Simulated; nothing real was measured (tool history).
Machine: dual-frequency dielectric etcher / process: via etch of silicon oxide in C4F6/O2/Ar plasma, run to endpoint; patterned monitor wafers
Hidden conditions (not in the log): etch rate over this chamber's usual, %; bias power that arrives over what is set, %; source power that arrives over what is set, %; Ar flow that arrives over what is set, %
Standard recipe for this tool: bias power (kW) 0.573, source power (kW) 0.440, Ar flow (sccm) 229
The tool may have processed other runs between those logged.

run	hour	bias power (kW)	source power (kW)	Ar flow (sccm)	wafers since the last listed run	hours since the last wet clean	hours since the last bias power generator calibration	hours since the last source power generator calibration	hours since the last Ar flow controller change	hours since the last upper electrode change	incoming incoming film thickness, nm	endpoint time (s)
1	0.0	0.573	0.440	229	0	258.5	1462.8	3949.2	1155.8	3649.9	111.3	20.1
2	54.3	0.573	0.440	229	631	312.8	1517.1	4003.5	1210.1	3704.2	112.6	20.3
3	117.2	0.573	0.440	229	731	375.7	1580.0	4066.4	1273.0	3767.1	113.5	20.5
4	186.6	0.573	0.440	229	806	445.1	1649.4	4135.8	1342.4	3836.5	111.8	20.0
# hour 213.6: Ar flow controller replaced
# hour 225.8: wet clean of the chamber
5	228.9	0.573	0.440	229	279	3.1	1691.7	4178.1	15.3	3878.8	112.4	22.4
6	264.9	0.573	0.440	229	418	39.1	1727.7	4214.1	51.3	3914.8	113.3	22.6
7	290.0	0.573	0.440	229	291	64.2	1752.8	4239.2	76.4	3939.9	111.9	22.0
8	331.8	0.573	0.440	229	485	106.0	1794.6	4281.0	118.2	3981.7	112.8	22.2

The next listed run, before its measurement:
# hour 361.3: wet clean of the chamber, repeated, since the last time left the tool worse
# hour 373.8: source power generator calibrated
# hour 380.9: upper electrode replaced
9	381.4	0.501	0.540	190	169	20.1	1844.2	7.6	167.8	0.5	114.1	?

For run 9 the tool returned endpoint time (s) 20.8.
Minus the tool's unlogged condition, the same run would have read endpoint time (s) 20.8.
